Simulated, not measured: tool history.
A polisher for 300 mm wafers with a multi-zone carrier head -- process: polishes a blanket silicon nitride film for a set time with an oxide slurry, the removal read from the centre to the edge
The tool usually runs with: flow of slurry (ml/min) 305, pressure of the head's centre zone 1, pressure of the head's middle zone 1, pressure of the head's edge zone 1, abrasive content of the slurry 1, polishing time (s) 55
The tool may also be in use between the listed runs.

| run | hour | flow of slurry (ml/min) | pressure of the head's centre zone | pressure of the head's middle zone | pressure of the head's edge zone | abrasive content of the slurry | polishing time (s) | wafers since the last listed run | wafers polished on this pad | hours since the slurry nozzle was cleaned | hours since the centre zone pressure was calibrated | hours since the edge zone pressure was calibrated | hours since the carrier head's membrane was replaced | incoming thickness of the incoming film, nm | film removed at the wafer's centre (angstrom) | film removed at mid-radius (angstrom) | film removed at the wafer's edge (angstrom) |
|---|---|---|---|---|---|---|---|---|---|---|---|---|---|---|---|---|---|
| 1 | 0 | 305 | 1 | 1 | 1 | 1 | 55 | 0 | 366 | 45.8 | 468.8 | 1014.1 | 1540.2 | 518.9 | 498 | 478 | 460 |
| 2 | 7.9 | 305 | 1 | 1 | 1 | 1 | 55 | 98 | 464 | 53.7 | 476.7 | 1022 | 1548.1 | 511.3 | 489 | 482 | 460 |
| 3 | 21.5 | 305 | 1 | 1 | 1 | 1 | 55 | 169 | 634 | 67.3 | 490.3 | 1035.6 | 1561.7 | 519.6 | 499 | 474 | 466 |
|  | 28.5 | centre zone pressure recalibrated |
| 4 | 29.1 | 305 | 1 | 1 | 1 | 1 | 55 | 69 | 704 | 74.9 | 0.6 | 1043.2 | 1569.3 | 519.1 | 469 | 481 | 459 |
| 5 | 45.4 | 305 | 1 | 1 | 1 | 1 | 55 | 203 | 907 | 91.2 | 16.9 | 1059.5 | 1585.6 | 518.8 | 465 | 476 | 459 |
| 6 | 55.9 | 305 | 1 | 1 | 1 | 1.2 | 55 | 130 | 1038 | 101.7 | 27.4 | 1070 | 1596.1 | 516 | 518 | 530 | 518 |
|  | 67.7 | carrier head's membrane replaced by a new one |
|  | 69.2 | worn pad replaced by a new one |
| 7 | 73.8 | 305 | 1 | 1 | 1 | 1 | 55 | 142 | 57 | 119.6 | 45.3 | 1087.9 | 6.1 | 527 | 466 | 480 | 460 |
| 8 | 114.9 | 305 | 1 | 1 | 0.88 | 1.3 | 55 | 512 | 569 | 160.7 | 86.4 | 1129 | 47.2 | 516.6 | 545 | 554 | 502 |
| 9 | 132.6 | 305 | 1 | 1 | 1 | 1 | 55 | 220 | 790 | 178.4 | 104.1 | 1146.7 | 64.9 | 517 | 465 | 477 | 460 |
| 10 | 147.7 | 305 | 1 | 1 | 1 | 1.3 | 55 | 188 | 978 | 193.5 | 119.2 | 1161.8 | 80 | 528.4 | 537 | 558 | 541 |
| 11 | 163.5 | 350 | 1 | 1 | 0.96 | 0.85 | 49 | 197 | 1176 | 209.3 | 135 | 1177.6 | 95.8 | 521.2 | 367 | 381 | 359 |
|  | 170.2 | edge zone pressure recalibrated |
| 12 | 175.3 | 395 | 1 | 1 | 1.05 | 1 | 69 | 122 | 1298 | 221.1 | 146.8 | 5.1 | 107.6 | 530.2 | 594 | 600 | 605 |
|  | 189.4 | worn pad replaced by a new one |
| 13 | 189.9 | 380 | 1 | 1 | 1 | 1 | 73 | 132 | 6 | 235.7 | 161.4 | 19.7 | 122.2 | 524.9 | 636 | 641 | 617 |
| 14 | 201.3 | 395 | 1 | 1 | 1 | 1.2 | 55 | 142 | 148 | 247.1 | 172.8 | 31.1 | 133.6 | 524.2 | 539 | 547 | 527 |
| 15 | 208.9 | 200 | 1 | 1 | 1 | 0.85 | 55 | 94 | 243 | 254.7 | 180.4 | 38.7 | 141.2 | 522.7 | 402 | 408 | 394 |
| 16 | 243 | 305 | 1.09 | 1.04 | 1 | 1.25 | 74 | 425 | 668 | 288.8 | 214.5 | 72.8 | 175.3 | 525.4 | 788 | 758 | 705 |
| 17 | 253.8 | 305 | 1.12 | 1 | 0.96 | 1 | 55 | 134 | 803 | 299.6 | 225.3 | 83.6 | 186.1 | 518.3 | 511 | 479 | 454 |
| 18 | 270 | 305 | 1 | 1 | 1.03 | 1.2 | 55 | 202 | 1005 | 315.8 | 241.5 | 99.8 | 202.3 | 515.5 | 529 | 533 | 522 |
| 19 | 282.9 | 305 | 1 | 1 | 1 | 1 | 55 | 160 | 1166 | 328.7 | 254.4 | 112.7 | 215.2 | 525 | 479 | 477 | 462 |
| 20 | 296 | 305 | 1 | 1.07 | 0.89 | 1 | 55 | 163 | 1329 | 341.8 | 267.5 | 125.8 | 228.3 | 512.8 | 479 | 502 | 443 |
|  | 310.4 | worn pad replaced by a new one |
| 21 | 310.9 | 305 | 0.92 | 1 | 1 | 1 | 55 | 135 | 6 | 356.7 | 282.4 | 140.7 | 243.2 | 525.5 | 450 | 475 | 463 |
| 22 | 312.6 | 375 | 1 | 1 | 1 | 1 | 61 | 21 | 27 | 358.4 | 284.1 | 142.4 | 244.9 | 526.4 | 543 | 538 | 513 |

Pick out some run-to-run changes in film removed at the wafer's centre (angstrom). Of each, how much would a tool without hidden state show as well, from the settings, what came in and chance, and how much is left for the hidden state and any gauge scatter not in both results compared?
What the log doesn't record here: removal rate lost through wear of the pad, %; slurry flow missing at the pad, %; deviation of the centre zone's pressure from its setpoint, %; deviation of the edge zone's pressure from its setpoint, %.
Run 3 -> 4: centre zone pressure recalibrated. film removed at the wafer's centre (angstrom) -30: hidden state -27, all else -3.
Run 15 -> 16: flow of slurry (ml/min) 200 -> 305, pressure of the head's centre zone 1 -> 1.09, pressure of the head's middle zone 1 -> 1.04, abrasive content of the slurry 0.85 -> 1.25, polishing time (s) 55 -> 74. film removed at the wafer's centre (angstrom) +386: hidden state +8, all else +378.
Run 16 -> 17: pressure of the head's centre zone 1.09 -> 1.12, pressure of the head's middle zone 1.04 -> 1, pressure of the head's edge zone 1 -> 0.96, abrasive content of the slurry 1.25 -> 1, polishing time (s) 74 -> 55. film removed at the wafer's centre (angstrom) -277: hidden state -5, all else -272.
